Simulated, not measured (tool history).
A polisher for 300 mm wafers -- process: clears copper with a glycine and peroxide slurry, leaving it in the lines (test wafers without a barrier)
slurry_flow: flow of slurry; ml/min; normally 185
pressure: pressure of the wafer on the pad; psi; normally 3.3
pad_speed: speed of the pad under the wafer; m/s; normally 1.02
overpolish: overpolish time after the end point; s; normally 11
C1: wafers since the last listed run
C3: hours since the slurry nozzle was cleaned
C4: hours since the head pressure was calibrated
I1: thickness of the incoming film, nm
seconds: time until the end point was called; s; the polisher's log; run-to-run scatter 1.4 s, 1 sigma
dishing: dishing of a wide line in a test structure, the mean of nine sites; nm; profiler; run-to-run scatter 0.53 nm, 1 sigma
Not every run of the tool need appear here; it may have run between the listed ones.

{"run": 1, "day": 0.0, "slurry_flow": 185, "pressure": 3.3, "pad_speed": 1.02, "overpolish": 11, "C1": 0, "wafers polished on this pad": 1335, "C3": 118.6, "C4": 20.1, "I1": 571.7, "seconds": 101.9, "dishing": 46.2}
{"run": 2, "day": 1.329, "slurry_flow": 185, "pressure": 3.3, "pad_speed": 1.02, "overpolish": 11, "C1": 260, "wafers polished on this pad": 1596, "C3": 150.5, "C4": 52, "I1": 578.6, "seconds": 104.9, "dishing": 45.9}
{"run": 3, "day": 2.625, "slurry_flow": 185, "pressure": 3.3, "pad_speed": 1.02, "overpolish": 11, "C1": 254, "wafers polished on this pad": 1850, "C3": 181.6, "C4": 83.1, "I1": 574, "seconds": 102, "dishing": 45.6}
{"day": 3.188, "done": "worn pad replaced by a new one"}
{"run": 4, "day": 3.783, "slurry_flow": 160, "pressure": 3.3, "pad_speed": 1.02, "overpolish": 11, "C1": 194, "wafers polished on this pad": 116, "C3": 209.4, "C4": 110.9, "I1": 585.2, "seconds": 107, "dishing": 44.8}
{"run": 5, "day": 4.408, "slurry_flow": 160, "pressure": 3.3, "pad_speed": 1.02, "overpolish": 11, "C1": 122, "wafers polished on this pad": 239, "C3": 224.4, "C4": 125.9, "I1": 567.3, "seconds": 103.2, "dishing": 43.7}
{"run": 6, "day": 5.454, "slurry_flow": 185, "pressure": 3.3, "pad_speed": 1.02, "overpolish": 11, "C1": 205, "wafers polished on this pad": 444, "C3": 249.5, "C4": 151, "I1": 583.7, "seconds": 105.6, "dishing": 45.6}
{"run": 7, "day": 6.479, "slurry_flow": 185, "pressure": 3.3, "pad_speed": 1.02, "overpolish": 11, "C1": 201, "wafers polished on this pad": 645, "C3": 274.1, "C4": 175.6, "I1": 583.6, "seconds": 104.4, "dishing": 46.2}
{"day": 7.267, "done": "slurry nozzle cleaned"}
{"run": 8, "day": 7.842, "slurry_flow": 185, "pressure": 3.3, "pad_speed": 1.02, "overpolish": 11, "C1": 259, "wafers polished on this pad": 904, "C3": 13.8, "C4": 208.3, "I1": 575.3, "seconds": 102.2, "dishing": 46.1}
{"run": 9, "day": 9.742, "slurry_flow": 185, "pressure": 3.3, "pad_speed": 1.02, "overpolish": 11, "C1": 372, "wafers polished on this pad": 1277, "C3": 59.4, "C4": 253.9, "I1": 586, "seconds": 103.3, "dishing": 45.7}
{"run": 10, "day": 10.7, "slurry_flow": 185, "pressure": 3.3, "pad_speed": 1.02, "overpolish": 11, "C1": 188, "wafers polished on this pad": 1465, "C3": 82.4, "C4": 276.9, "I1": 579, "seconds": 99.8, "dishing": 45.3}
{"run": 11, "day": 11.362, "slurry_flow": 185, "pressure": 3.3, "pad_speed": 1.02, "overpolish": 11, "C1": 129, "wafers polished on this pad": 1595, "C3": 98.3, "C4": 292.8, "I1": 585.2, "seconds": 104.8, "dishing": 45.7}
{"day": 11.621, "done": "worn pad replaced by a new one"}
{"run": 12, "day": 12.329, "slurry_flow": 185, "pressure": 3.8, "pad_speed": 1.36, "overpolish": 15, "C1": 156, "wafers polished on this pad": 138, "C3": 121.5, "C4": 316, "I1": 584.9, "seconds": 71.3, "dishing": 76.6}
{"run": 13, "day": 13.062, "slurry_flow": 125, "pressure": 3.3, "pad_speed": 1.02, "overpolish": 11, "C1": 143, "wafers polished on this pad": 282, "C3": 139.1, "C4": 333.6, "I1": 581.8, "seconds": 109.9, "dishing": 43.9}
{"run": 14, "day": 13.712, "slurry_flow": 185, "pressure": 3.3, "pad_speed": 0.78, "overpolish": 15, "C1": 127, "wafers polished on this pad": 409, "C3": 154.7, "C4": 349.2, "I1": 579.9, "seconds": 126.5, "dishing": 49.7}
{"run": 15, "day": 14.246, "slurry_flow": 185, "pressure": 3.3, "pad_speed": 0.86, "overpolish": 7, "C1": 104, "wafers polished on this pad": 514, "C3": 167.5, "C4": 362, "I1": 585, "seconds": 117.2, "dishing": 27.9}
{"run": 16, "day": 15.517, "slurry_flow": 185, "pressure": 3.3, "pad_speed": 1.02, "overpolish": 11, "C1": 249, "wafers polished on this pad": 763, "C3": 198, "C4": 392.5, "I1": 584.9, "seconds": 102.3, "dishing": 44.5}
{"run": 17, "day": 16.188, "slurry_flow": 165, "pressure": 2.8, "pad_speed": 0.9, "overpolish": 11, "C1": 131, "wafers polished on this pad": 895, "C3": 214.1, "C4": 408.6, "I1": 592.1, "seconds": 138.1, "dishing": 36.5}
{"run": 18, "day": 17.529, "slurry_flow": 185, "pressure": 2.9, "pad_speed": 1.36, "overpolish": 9, "C1": 263, "wafers polished on this pad": 1158, "C3": 246.3, "C4": 440.8, "I1": 577.1, "seconds": 88.1, "dishing": 42.6}
{"run": 19, "day": 18.421, "slurry_flow": 185, "pressure": 3.3, "pad_speed": 0.7, "overpolish": 16, "C1": 174, "wafers polished on this pad": 1333, "C3": 267.7, "C4": 462.2, "I1": 584.4, "seconds": 138.4, "dishing": 48.8}
{"run": 20, "day": 19.121, "slurry_flow": 185, "pressure": 3.3, "pad_speed": 1.02, "overpolish": 11, "C1": 137, "wafers polished on this pad": 1471, "C3": 284.5, "C4": 479, "I1": 583.1, "seconds": 103.8, "dishing": 45.7}
{"day": 19.904, "done": "slurry nozzle cleaned"}
{"run": 21, "day": 20.496, "slurry_flow": 125, "pressure": 3.3, "pad_speed": 1.02, "overpolish": 11, "C1": 261, "wafers polished on this pad": 1732, "C3": 14.2, "C4": 512, "I1": 573.6, "seconds": 110.6, "dishing": 43.5}
{"day": 21.321, "done": "head pressure recalibrated"}
{"day": 21.425, "done": "worn pad replaced by a new one"}
{"run": 22, "day": 21.575, "slurry_flow": 185, "pressure": 3.3, "pad_speed": 1.16, "overpolish": 11, "C1": 174, "wafers polished on this pad": 29, "C3": 40.1, "C4": 6.1, "I1": 572.8, "seconds": 91.8, "dishing": 49.2}
{"run": 23, "day": 22.2, "slurry_flow": 185, "pressure": 3.3, "pad_speed": 1.02, "overpolish": 11, "C1": 122, "wafers polished on this pad": 152, "C3": 55.1, "C4": 21.1, "I1": 575.9, "seconds": 102.1, "dishing": 46.3}
{"run": 24, "day": 22.988, "slurry_flow": 185, "pressure": 3.3, "pad_speed": 1.02, "overpolish": 11, "C1": 154, "wafers polished on this pad": 306, "C3": 74, "C4": 40, "I1": 583, "seconds": 101.8, "dishing": 46.3}
{"run": 25, "day": 24.121, "slurry_flow": 185, "pressure": 3.3, "pad_speed": 0.68, "overpolish": 16, "C1": 222, "wafers polished on this pad": 528, "C3": 101.2, "C4": 67.2, "I1": 573.7, "seconds": 138.7, "dishing": 47.9}
{"run": 26, "day": 24.642, "slurry_flow": 185, "pressure": 3.3, "pad_speed": 0.72, "overpolish": 8, "C1": 102, "wafers polished on this pad": 631, "C3": 113.7, "C4": 79.7, "I1": 589.1, "seconds": 138.8, "dishing": 27.1}
{"run": 27, "day": 25.142, "slurry_flow": 185, "pressure": 2.2, "pad_speed": 1.02, "overpolish": 11, "C1": 98, "wafers polished on this pad": 729, "C3": 125.7, "C4": 91.7, "I1": 585.8, "seconds": 141.4, "dishing": 34.1}
{"run": 28, "day": 25.996, "slurry_flow": 185, "pressure": 3.3, "pad_speed": 1.02, "overpolish": 5, "C1": 167, "wafers polished on this pad": 896, "C3": 146.2, "C4": 112.2, "I1": 570.7, "seconds": 100.8, "dishing": 22.9}
{"run": 29, "day": 26.696, "slurry_flow": 205, "pressure": 3.3, "pad_speed": 1.02, "overpolish": 4, "C1": 137, "wafers polished on this pad": 1034, "C3": 163, "C4": 129, "I1": 591.5, "seconds": 102.9, "dishing": 18.9}
{"run": 30, "day": 27.521, "slurry_flow": 225, "pressure": 3.3, "pad_speed": 1.02, "overpolish": 11, "C1": 161, "wafers polished on this pad": 1196, "C3": 182.8, "C4": 148.8, "I1": 576.6, "seconds": 101.1, "dishing": 47}
{"run": 31, "day": 28.021, "slurry_flow": 130, "pressure": 3.3, "pad_speed": 1.02, "overpolish": 11, "C1": 98, "wafers polished on this pad": 1294, "C3": 194.8, "C4": 160.8, "I1": 580.3, "seconds": 108.6, "dishing": 44.1}
{"run": 32, "day": 30.825, "slurry_flow": 185, "pressure": 3.7, "pad_speed": 1.02, "overpolish": 15, "C1": 550, "wafers polished on this pad": 1844, "C3": 262.1, "C4": 228.1, "I1": 579.8, "seconds": 93.3, "dishing": 63.2}
{"run": 33, "day": 31.55, "slurry_flow": 230, "pressure": 3.9, "pad_speed": 1.16, "overpolish": 4, "C1": 142, "wafers polished on this pad": 1986, "C3": 279.5, "C4": 245.5, "I1": 584.9, "seconds": 76.9, "dishing": 24.5}
{"day": 31.842, "done": "worn pad replaced by a new one"}
{"day": 32.442, "done": "slurry nozzle cleaned"}
{"run": 34, "day": 33.267, "slurry_flow": 185, "pressure": 3.3, "pad_speed": 1.02, "overpolish": 7, "C1": 295, "wafers polished on this pad": 271, "C3": 19.8, "C4": 286.7, "I1": 585.6, "seconds": 102.3, "dishing": 30.9}

Give the tool's hidden conditions for every run:
removal rate lost through wear of the pad, %: 0, the same for each run
slurry flow missing at the pad, %: 0, the same for each run
deviation of the head's pressure from its setpoint, %: 0, the same for each run

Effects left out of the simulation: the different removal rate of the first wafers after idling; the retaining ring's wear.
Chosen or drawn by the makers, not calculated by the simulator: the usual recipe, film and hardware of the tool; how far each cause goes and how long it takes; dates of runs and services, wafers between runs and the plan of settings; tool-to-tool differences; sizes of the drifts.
